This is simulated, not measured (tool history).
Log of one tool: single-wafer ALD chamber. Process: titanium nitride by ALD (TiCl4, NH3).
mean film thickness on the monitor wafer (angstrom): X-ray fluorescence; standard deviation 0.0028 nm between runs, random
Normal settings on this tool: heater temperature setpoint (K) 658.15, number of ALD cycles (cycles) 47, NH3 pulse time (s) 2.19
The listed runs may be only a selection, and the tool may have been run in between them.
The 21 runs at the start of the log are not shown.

| run | hour | heater temperature setpoint (K) | number of ALD cycles (cycles) | NH3 pulse time (s) | wafers since the last listed run | hours since the last thermocouple change | hours since the showerhead was replaced | hours since the gauge calibration | read-back reference wafer on the same gauge, thickness_nm | mean film thickness on the monitor wafer (angstrom) |
|---|---|---|---|---|---|---|---|---|---|---|
| 22 | 541.2 | 651.15 | 55 | 3.01 | 99 | 179.9 | 5235.7 | 672.8 | 0.889 | 12.88 |
| 23 | 608.4 | 658.15 | 44 | 2.53 | 210 | 247.1 | 5302.9 | 740 | 0.889 | 10.28 |
| 24 | 660.7 | 658.15 | 47 | 2.19 | 163 | 299.4 | 5355.2 | 792.3 | 0.888 | 10.91 |
| 25 | 689.4 | 658.15 | 51 | 1.65 | 89 | 328.1 | 5383.9 | 821 | 0.888 | 11.73 |
| 26 | 718.2 | 658.15 | 39 | 2.61 | 90 | 356.9 | 5412.7 | 849.8 | 0.887 | 9.06 |
| 27 | 734.5 | 658.15 | 47 | 2.66 | 50 | 373.2 | 5429 | 866.1 | 0.888 | 10.98 |
| 28 | 762.4 | 658.15 | 47 | 2.19 | 87 | 401.1 | 5456.9 | 894 | 0.888 | 10.86 |
| 29 | 795.6 | 658.15 | 41 | 2.19 | 103 | 434.3 | 5490.1 | 927.2 | 0.886 | 9.47 |
| 30 | 809.7 | 666.15 | 52 | 2.19 | 44 | 448.4 | 5504.2 | 941.3 | 0.888 | 12.16 |
| 31 | 822 | 658.15 | 47 | 2.19 | 38 | 460.7 | 5516.5 | 953.6 | 0.887 | 10.92 |
| 32 | 851.7 | 663.15 | 44 | 2.19 | 92 | 490.4 | 5546.2 | 983.3 | 0.888 | 10.29 |
| 33 | 869.7 | 658.15 | 47 | 1.56 | 56 | 508.4 | 5564.2 | 1001.3 | 0.887 | 10.71 |
|  | 893.3 | showerhead replaced |
| 34 | 904.2 | 670.15 | 53 | 2.9 | 82 | 542.9 | 10.9 | 1035.8 | 0.887 | 12.55 |
|  | 910.2 | gauge calibrated |
| 35 | 917.7 | 669.15 | 47 | 1.44 | 42 | 556.4 | 24.4 | 7.5 | 0.901 | 11.07 |
| 36 | 944.5 | 668.15 | 47 | 2.19 | 83 | 583.2 | 51.2 | 34.3 | 0.9 | 11.11 |
| 37 | 1024.4 | 658.15 | 55 | 1.55 | 249 | 663.1 | 131.1 | 114.2 | 0.898 | 12.69 |
| 38 | 1059 | 658.15 | 47 | 2.19 | 108 | 697.7 | 165.7 | 148.8 | 0.897 | 11 |
| 39 | 1074.3 | 658.15 | 47 | 1.57 | 47 | 713 | 181 | 164.1 | 0.897 | 10.87 |
| 40 | 1095.2 | 664.15 | 47 | 3.04 | 65 | 733.9 | 201.9 | 185 | 0.896 | 11.2 |
| 41 | 1184.4 | 671.15 | 47 | 2.92 | 278 | 823.1 | 291.1 | 274.2 | 0.894 | 11.21 |

3 ways to go on from here, each from the tool as it stands after run 41. What would each give?
| A | 1184.9 | 658.15 | 47 | 1.39 | 1 | 823.6 | 291.6 | 274.7 | ? | ? |
| B | 1184.9 | 672.15 | 47 | 2.93 | 1 | 823.6 | 291.6 | 274.7 | ? | ? |
| C | 1184.9 | 665.15 | 44 | 2.91 | 1 | 823.6 | 291.6 | 274.7 | ? | ? |

| run | read-back reference wafer on the same gauge, thickness_nm | mean film thickness on the monitor wafer (angstrom) |
|---|---|---|
| A | 0.894 | 10.79 |
| B | 0.894 | 11.25 |
| C | 0.894 | 10.48 |
With the hidden condition removed and each run's random variation left untouched, the same runs would have given:
| run | mean film thickness on the monitor wafer (angstrom) |
|---|---|
| A | 10.86 |
| B | 11.32 |
| C | 10.55 |
